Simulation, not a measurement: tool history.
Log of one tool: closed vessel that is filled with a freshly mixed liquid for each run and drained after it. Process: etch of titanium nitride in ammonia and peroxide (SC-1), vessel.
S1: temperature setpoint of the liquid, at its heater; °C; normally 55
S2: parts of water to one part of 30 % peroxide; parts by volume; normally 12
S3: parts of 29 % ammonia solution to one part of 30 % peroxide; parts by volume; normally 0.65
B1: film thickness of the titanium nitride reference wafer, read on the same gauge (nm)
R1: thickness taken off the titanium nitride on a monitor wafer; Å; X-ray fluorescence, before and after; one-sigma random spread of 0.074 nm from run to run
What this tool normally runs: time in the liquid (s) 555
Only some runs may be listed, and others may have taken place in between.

Run 1, day 0: usual settings but S1 61.5 °C, S2 9 parts by volume; B1 80.01. Result: R1 555.6 Å.
Run 2, day 0.721: usual settings but S1 61.5 °C, S2 9 parts by volume; B1 79.99. Result: R1 555.2 Å.
Run 3, day 1.321: usual settings but S1 50 °C, S3 0.85 parts by volume; B1 79.98. Result: R1 229.3 Å.
Run 4, day 1.579: usual settings but S1 50 °C, S3 0.85 parts by volume; B1 79.98. Result: R1 228.5 Å.
Run 5, day 2.025: usual settings; B1 80.04. Result: R1 309.2 Å.
Run 6, day 2.7: usual settings; B1 80.04. Result: R1 308.8 Å.
Run 7, day 3.162: usual settings but time in the liquid (s) 445; B1 80. Result: R1 248 Å.
Run 8, day 3.512: usual settings but time in the liquid (s) 445; B1 80.04. Result: R1 247.8 Å.
Run 9, day 3.792: usual settings; B1 80.01. Result: R1 307.6 Å.
At day 4.271: thermometer replaced.
Run 10, day 4.333: usual settings but S2 9.5 parts by volume; B1 80. Result: R1 397.5 Å.
At day 4.629: ammonia flow meter replaced.
Run 11, day 4.8: usual settings; B1 79.99. Result: R1 357.7 Å.
Run 12, day 5.088: usual settings but S1 47.5 °C, time in the liquid (s) 645; B1 79.96. Result: R1 246.5 Å.
Run 13, day 5.467: usual settings but S2 17 parts by volume, time in the liquid (s) 770; B1 79.96. Result: R1 408.9 Å.
Run 14, day 6.021: usual settings but S2 8.5 parts by volume, S3 0.9 parts by volume, time in the liquid (s) 275; B1 80.01. Result: R1 221.4 Å.
At day 6.167: gauge calibrated.
Run 15, day 6.329: usual settings but S3 0.4 parts by volume; B1 79.98. Result: R1 326.1 Å.
Run 16, day 7.267: usual settings but S1 52 °C, S2 13.5 parts by volume, S3 0.85 parts by volume; B1 79.98. Result: R1 284.6 Å.

Estimate the outcome of run 17 from the log above:
Run 17, day 7.721: usual settings; B1 ?. Result: R1 ?.

Run 17 came out at B1 79.99, R1 353.3 Å.
The same run, on a tool lacking any hidden state, would have yielded R1 370 Å.
